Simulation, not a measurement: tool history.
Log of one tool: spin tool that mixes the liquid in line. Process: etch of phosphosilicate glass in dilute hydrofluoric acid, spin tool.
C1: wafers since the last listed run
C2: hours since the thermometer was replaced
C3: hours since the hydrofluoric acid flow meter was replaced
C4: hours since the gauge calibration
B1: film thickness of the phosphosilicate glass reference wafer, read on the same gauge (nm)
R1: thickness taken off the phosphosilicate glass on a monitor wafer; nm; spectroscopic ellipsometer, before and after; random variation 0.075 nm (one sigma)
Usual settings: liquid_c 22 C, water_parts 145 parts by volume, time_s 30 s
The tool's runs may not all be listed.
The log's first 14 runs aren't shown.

-- hour=249.9 gauge calibrated
run 15 hour=254 | liquid_c=22 water_parts=120 time_s=30 | C1=195 C2=2591 C3=98.6 C4=4.1 | B1=130.01 | R1=20.61
run 16 hour=272 | liquid_c=22 water_parts=145 time_s=30 | C1=206 C2=2609 C3=116.6 C4=22.1 | B1=130 | R1=16.56
run 17 hour=289 | liquid_c=22 water_parts=145 time_s=30 | C1=194 C2=2626 C3=133.6 C4=39.1 | B1=129.98 | R1=16.6
run 18 hour=304.6 | liquid_c=26.5 water_parts=190 time_s=25 | C1=178 C2=2641.6 C3=149.2 C4=54.7 | B1=129.99 | R1=12.03
run 19 hour=321.8 | liquid_c=22 water_parts=145 time_s=45 | C1=196 C2=2658.8 C3=166.4 C4=71.9 | B1=130 | R1=24.77
run 20 hour=330 | liquid_c=26.5 water_parts=105 time_s=30 | C1=93 C2=2667 C3=174.6 C4=80.1 | B1=130.01 | R1=28.3
run 21 hour=339.9 | liquid_c=22 water_parts=145 time_s=30 | C1=113 C2=2676.9 C3=184.5 C4=90 | B1=129.98 | R1=16.57
run 22 hour=354.4 | liquid_c=18 water_parts=125 time_s=30 | C1=165 C2=2691.4 C3=199 C4=104.5 | B1=130.04 | R1=16.66
run 23 hour=367.6 | liquid_c=26.5 water_parts=80 time_s=30 | C1=151 C2=2704.6 C3=212.2 C4=117.7 | B1=129.99 | R1=38.28
-- hour=375 thermometer replaced
run 24 hour=375.5 | liquid_c=22 water_parts=145 time_s=30 | C1=78 C2=0.5 C3=220.1 C4=125.6 | B1=130.02 | R1=18.13
run 25 hour=382.6 | liquid_c=22 water_parts=125 time_s=30 | C1=81 C2=7.6 C3=227.2 C4=132.7 | B1=130 | R1=21.52
run 26 hour=399 | liquid_c=20.5 water_parts=145 time_s=30 | C1=187 C2=24 C3=243.6 C4=149.1 | B1=130.02 | R1=17.08
run 27 hour=407.3 | liquid_c=18 water_parts=115 time_s=20 | C1=95 C2=32.3 C3=251.9 C4=157.4 | B1=130.01 | R1=13.39
run 28 hour=421.7 | liquid_c=22 water_parts=145 time_s=30 | C1=164 C2=46.7 C3=266.3 C4=171.8 | B1=130.03 | R1=17.98
run 29 hour=437.6 | liquid_c=24.5 water_parts=190 time_s=45 | C1=182 C2=62.6 C3=282.2 C4=187.7 | B1=130 | R1=21.64
run 30 hour=454.2 | liquid_c=22 water_parts=115 time_s=25 | C1=190 C2=79.2 C3=298.8 C4=204.3 | B1=130.01 | R1=19.59
run 31 hour=462.9 | liquid_c=22 water_parts=145 time_s=30 | C1=99 C2=87.9 C3=307.5 C4=213 | B1=129.97 | R1=17.95
run 32 hour=470.7 | liquid_c=24 water_parts=145 time_s=50 | C1=89 C2=95.7 C3=315.3 C4=220.8 | B1=129.99 | R1=32.62

Forecast each of these 4 alternatives for the next run:
run A hour=471.1 | liquid_c=22 water_parts=210 time_s=30 | C1=4 C2=96.1 C3=315.7 C4=221.2 | B1=? | R1=?
run B hour=471.1 | liquid_c=26 water_parts=195 time_s=45 | C1=4 C2=96.1 C3=315.7 C4=221.2 | B1=? | R1=?
run C hour=471.1 | liquid_c=25.5 water_parts=165 time_s=45 | C1=4 C2=96.1 C3=315.7 C4=221.2 | B1=? | R1=?
run D hour=471.1 | liquid_c=20 water_parts=145 time_s=30 | C1=4 C2=96.1 C3=315.7 C4=221.2 | B1=? | R1=?

run=A B1=129.98 R1=11.62
run=B B1=129.98 R1=22.12
run=C B1=129.98 R1=26.56
run=D B1=129.98 R1=16.64
Without the tool's hidden state the same runs would have given:
run=A R1=11.79
run=B R1=22.43
run=C R1=26.94
run=D R1=16.9

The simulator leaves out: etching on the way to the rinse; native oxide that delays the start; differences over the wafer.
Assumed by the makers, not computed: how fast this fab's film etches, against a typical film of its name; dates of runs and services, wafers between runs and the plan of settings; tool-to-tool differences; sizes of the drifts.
